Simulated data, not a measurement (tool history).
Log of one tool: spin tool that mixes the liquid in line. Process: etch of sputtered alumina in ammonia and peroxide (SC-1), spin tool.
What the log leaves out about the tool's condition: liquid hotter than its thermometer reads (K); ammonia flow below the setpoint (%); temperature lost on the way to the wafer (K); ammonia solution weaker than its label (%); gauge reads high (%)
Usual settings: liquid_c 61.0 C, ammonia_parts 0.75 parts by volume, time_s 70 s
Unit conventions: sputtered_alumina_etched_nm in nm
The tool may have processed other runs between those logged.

| run | day | liquid_c | ammonia_parts | time_s | wafers since the last listed run | hours since the thermometer was replaced | hours since the ammonia flow meter was replaced | hours since the heated supply line was repaired | hours since the drum of ammonia solution was connected | hours since the gauge calibration | read-back film thickness of the sputtered alumina reference wafer, read on the same gauge (nm) | sputtered_alumina_etched_nm |
|---|---|---|---|---|---|---|---|---|---|---|---|---|
| 1 | 0.000 | 61.0 | 0.75 | 70 | 0 | 974.4 | 1933.6 | 1744.6 | 373.5 | 278.5 | 110.03 | 6.85 |
| 2 | 2.725 | 61.0 | 0.75 | 70 | 544 | 1039.8 | 1999.0 | 1810.0 | 438.9 | 343.9 | 110.00 | 6.79 |
| 3 | 6.612 | 61.0 | 0.75 | 70 | 776 | 1133.1 | 2092.3 | 1903.3 | 532.2 | 437.2 | 110.03 | 6.82 |
|  | 7.658 | new drum of ammonia solution connected |
| 4 | 9.462 | 61.0 | 0.75 | 70 | 561 | 1201.5 | 2160.7 | 1971.7 | 43.3 | 505.6 | 109.97 | 6.83 |
| 5 | 13.167 | 61.0 | 0.75 | 70 | 740 | 1290.4 | 2249.6 | 2060.6 | 132.2 | 594.5 | 109.97 | 6.87 |
|  | 15.917 | thermometer replaced |
| 6 | 15.962 | 63.5 | 0.75 | 40 | 550 | 1.1 | 2316.7 | 2127.7 | 199.3 | 661.6 | 110.00 | 4.56 |
| 7 | 18.392 | 61.0 | 0.95 | 70 | 485 | 59.4 | 2375.0 | 2186.0 | 257.6 | 719.9 | 110.03 | 7.22 |
| 8 | 22.329 | 61.0 | 0.95 | 70 | 786 | 153.9 | 2469.5 | 2280.5 | 352.1 | 814.4 | 110.00 | 7.11 |
|  | 23.279 | thermometer replaced, repeated, since the last time left the tool worse |
| 9 | 24.100 | 61.0 | 0.95 | 70 | 345 | 19.7 | 2512.0 | 2323.0 | 394.6 | 856.9 | 110.02 | 6.82 |
|  | 24.208 | gauge calibrated |
|  | 24.738 | ammonia flow meter replaced |
| 10 | 26.396 | 65.5 | 0.50 | 110 | 450 | 74.8 | 39.8 | 2378.1 | 449.7 | 52.5 | 110.01 | 12.69 |
| 11 | 29.108 | 61.0 | 0.75 | 85 | 541 | 139.9 | 104.9 | 2443.2 | 514.8 | 117.6 | 109.99 | 8.13 |
|  | 30.875 | heated supply line repaired |
| 12 | 31.817 | 64.0 | 0.75 | 35 | 532 | 204.9 | 169.9 | 22.6 | 579.8 | 182.6 | 109.97 | 3.89 |
|  | 34.400 | new drum of ammonia solution connected |
| 13 | 34.742 | 67.0 | 1.15 | 30 | 576 | 275.1 | 240.1 | 92.8 | 8.2 | 252.8 | 110.00 | 4.04 |
| 14 | 37.025 | 56.5 | 0.75 | 70 | 456 | 329.9 | 294.9 | 147.6 | 63.0 | 307.6 | 109.98 | 5.36 |
| 15 | 39.446 | 56.5 | 0.45 | 105 | 483 | 388.0 | 353.0 | 205.7 | 121.1 | 365.7 | 110.02 | 7.66 |
| 16 | 42.292 | 61.0 | 0.75 | 70 | 568 | 456.3 | 421.3 | 274.0 | 189.4 | 434.0 | 110.03 | 6.80 |
| 17 | 45.938 | 61.0 | 0.75 | 105 | 728 | 543.8 | 508.8 | 361.5 | 276.9 | 521.5 | 110.06 | 10.16 |
| 18 | 48.433 | 61.0 | 0.75 | 70 | 498 | 603.7 | 568.7 | 421.4 | 336.8 | 581.4 | 109.97 | 6.81 |
| 19 | 50.650 | 61.0 | 1.05 | 95 | 442 | 656.9 | 621.9 | 474.6 | 390.0 | 634.6 | 110.02 | 9.47 |

Each row is a separate what-if for the run after 19, all from the same tool condition, not one after another. Results?
| A | 50.667 | 61.0 | 0.75 | 70 | 3 | 657.3 | 622.3 | 475.0 | 390.4 | 635.0 | ? | ? |
| B | 50.667 | 70.0 | 0.90 | 90 | 3 | 657.3 | 622.3 | 475.0 | 390.4 | 635.0 | ? | ? |
| C | 50.667 | 57.0 | 0.90 | 90 | 3 | 657.3 | 622.3 | 475.0 | 390.4 | 635.0 | ? | ? |
| D | 50.667 | 61.0 | 0.75 | 95 | 3 | 657.3 | 622.3 | 475.0 | 390.4 | 635.0 | ? | ? |
| E | 50.667 | 58.0 | 0.50 | 30 | 3 | 657.3 | 622.3 | 475.0 | 390.4 | 635.0 | ? | ? |

| run | read-back film thickness of the sputtered alumina reference wafer, read on the same gauge (nm) | sputtered_alumina_etched_nm |
|---|---|---|
| A | 109.99 | 6.78 |
| B | 109.99 | 13.83 |
| C | 109.99 | 7.22 |
| D | 109.99 | 9.20 |
| E | 109.99 | 2.40 |
Had the tool no hidden state, the same runs would have come out as:
| run | sputtered_alumina_etched_nm |
|---|---|
| A | 6.68 |
| B | 13.63 |
| C | 7.10 |
| D | 9.06 |
| E | 2.36 |
